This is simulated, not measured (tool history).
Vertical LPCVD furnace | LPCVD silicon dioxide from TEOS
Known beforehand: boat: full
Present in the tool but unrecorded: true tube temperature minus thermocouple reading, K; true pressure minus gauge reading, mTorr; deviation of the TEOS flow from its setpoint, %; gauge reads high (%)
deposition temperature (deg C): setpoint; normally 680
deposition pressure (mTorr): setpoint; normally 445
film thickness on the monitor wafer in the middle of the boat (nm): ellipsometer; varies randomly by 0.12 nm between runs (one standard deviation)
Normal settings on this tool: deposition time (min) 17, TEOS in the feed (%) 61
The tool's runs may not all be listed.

| run | hour | deposition temperature (deg C) | deposition pressure (mTorr) | deposition time (min) | TEOS in the feed (%) | wafers since the last listed run | hours since the last temperature calibration | hours since the pressure gauge was zeroed | hours since the TEOS flow controller was replaced | hours since the gauge calibration | read-back reference wafer on the same gauge, thickness | film thickness on the monitor wafer in the middle of the boat (nm) |
|---|---|---|---|---|---|---|---|---|---|---|---|---|
| 1 | 0 | 680 | 445 | 17 | 57 | 0 | 4241.9 | 2359.3 | 5435 | 471.7 | 94.61 | 87.12 |
| 2 | 8.6 | 680 | 445 | 17 | 57 | 152 | 4250.5 | 2367.9 | 5443.6 | 480.3 | 94.62 | 86.96 |
| 3 | 43.3 | 680 | 445 | 17 | 61 | 616 | 4285.2 | 2402.6 | 5478.3 | 515 | 94.59 | 90.08 |
| 4 | 58.8 | 680 | 445 | 17 | 55 | 275 | 4300.7 | 2418.1 | 5493.8 | 530.5 | 94.62 | 85.63 |
| 5 | 68.2 | 680 | 445 | 13.5 | 61 | 167 | 4310.1 | 2427.5 | 5503.2 | 539.9 | 94.58 | 71.54 |
| 6 | 75.3 | 680 | 390 | 17 | 61 | 126 | 4317.2 | 2434.6 | 5510.3 | 547 | 94.67 | 84.49 |
| 7 | 86.5 | 680 | 390 | 17 | 61 | 199 | 4328.4 | 2445.8 | 5521.5 | 558.2 | 94.6 | 84.45 |
| 8 | 103.5 | 680 | 445 | 17 | 61 | 302 | 4345.4 | 2462.8 | 5538.5 | 575.2 | 94.62 | 90.42 |
|  | 110.9 | gauge calibrated |
| 9 | 113.1 | 680 | 370 | 20.5 | 54 | 170 | 4355 | 2472.4 | 5548.1 | 2.2 | 94.64 | 93.64 |
|  | 172.1 | TEOS flow controller replaced |
| 10 | 172.6 | 680 | 445 | 17 | 61 | 630 | 4414.5 | 2531.9 | 0.5 | 61.7 | 94.58 | 90.2 |
| 11 | 196.8 | 680 | 445 | 17 | 61 | 430 | 4438.7 | 2556.1 | 24.7 | 85.9 | 94.62 | 90.06 |
| 12 | 213.2 | 680 | 445 | 17 | 61 | 291 | 4455.1 | 2572.5 | 41.1 | 102.3 | 94.62 | 90.31 |
| 13 | 231 | 690 | 445 | 21.5 | 61 | 316 | 4472.9 | 2590.3 | 58.9 | 120.1 | 94.52 | 144.7 |
| 14 | 246.5 | 680 | 445 | 12 | 72 | 275 | 4488.4 | 2605.8 | 74.4 | 135.6 | 94.57 | 69.19 |
| 15 | 300 | 680 | 380 | 19 | 61 | 950 | 4541.9 | 2659.3 | 127.9 | 189.1 | 94.68 | 93.55 |
| 16 | 316.1 | 670 | 445 | 12.5 | 61 | 286 | 4558 | 2675.4 | 144 | 205.2 | 94.62 | 52.09 |
| 17 | 326.3 | 688 | 445 | 17 | 70 | 181 | 4568.2 | 2685.6 | 154.2 | 215.4 | 94.64 | 116.9 |
|  | 357.6 | thermocouples replaced and temperature profile calibrated |
|  | 358.8 | pressure gauge zeroed |
| 18 | 359.3 | 692 | 405 | 13.5 | 66 | 138 | 1.7 | 0.5 | 187.2 | 248.4 | 94.64 | 84.23 |
| 19 | 390.1 | 688 | 510 | 11.5 | 52 | 547 | 32.5 | 31.3 | 218 | 279.2 | 94.61 | 64.92 |
| 20 | 400.3 | 680 | 445 | 17 | 61 | 181 | 42.7 | 41.5 | 228.2 | 289.4 | 94.65 | 80.26 |
| 21 | 411.5 | 680 | 445 | 17 | 55 | 199 | 53.9 | 52.7 | 239.4 | 300.6 | 94.6 | 76.4 |
| 22 | 428.6 | 687 | 445 | 17 | 72 | 303 | 71 | 69.8 | 256.5 | 317.7 | 94.62 | 103.32 |
| 23 | 438.1 | 672 | 555 | 14 | 61 | 168 | 80.5 | 79.3 | 266 | 327.2 | 94.56 | 60.87 |
| 24 | 450.9 | 680 | 380 | 10.5 | 69 | 227 | 93.3 | 92.1 | 278.8 | 340 | 94.56 | 48.82 |
| 25 | 462.9 | 680 | 350 | 17 | 56 | 213 | 105.3 | 104.1 | 290.8 | 352 | 94.58 | 68.56 |
| 26 | 477.7 | 680 | 445 | 17 | 61 | 263 | 120.1 | 118.9 | 305.6 | 366.8 | 94.64 | 80.76 |
| 27 | 490.5 | 680 | 445 | 17 | 61 | 227 | 132.9 | 131.7 | 318.4 | 379.6 | 94.56 | 80.81 |
| 28 | 507.6 | 668 | 375 | 22.5 | 50 | 303 | 150 | 148.8 | 335.5 | 396.7 | 94.61 | 66.22 |
| 29 | 522.9 | 680 | 475 | 17 | 61 | 271 | 165.3 | 164.1 | 350.8 | 412 | 94.59 | 83.54 |
| 30 | 531.2 | 680 | 445 | 17 | 61 | 147 | 173.6 | 172.4 | 359.1 | 420.3 | 94.59 | 80.94 |
| 31 | 547.8 | 691 | 345 | 17 | 53 | 295 | 190.2 | 189 | 375.7 | 436.9 | 94.59 | 86.82 |

How would selected steps in film thickness on the monitor wafer in the middle of the boat (nm) from run to run divide? Give the signed amount a tool lacking its hidden state would still show from settings, what came in and random variation, and the signed amount left for the hidden state, including any gauge scatter that is not in both of the compared results.
Run 12 -> 13: deposition temperature (deg C) 680 -> 690, deposition time (min) 17 -> 21.5. film thickness on the monitor wafer in the middle of the boat (nm) +54.39: hidden state +6, all else +48.39.
Run 13 -> 14: deposition temperature (deg C) 690 -> 680, deposition time (min) 21.5 -> 12, TEOS in the feed (%) 61 -> 72. film thickness on the monitor wafer in the middle of the boat (nm) -75.51: hidden state -8.4, all else -67.11.
Run 16 -> 17: deposition temperature (deg C) 670 -> 688, deposition time (min) 12.5 -> 17, TEOS in the feed (%) 61 -> 70. film thickness on the monitor wafer in the middle of the boat (nm) +64.81: hidden state +7.25, all else +57.56.
Run 17 -> 18: deposition temperature (deg C) 688 -> 692, deposition pressure (mTorr) 445 -> 405, deposition time (min) 17 -> 13.5, TEOS in the feed (%) 70 -> 66, thermocouples replaced and temperature profile calibrated, pressure gauge zeroed. film thickness on the monitor wafer in the middle of the boat (nm) -32.67: hidden state -13.14, all else -19.53.
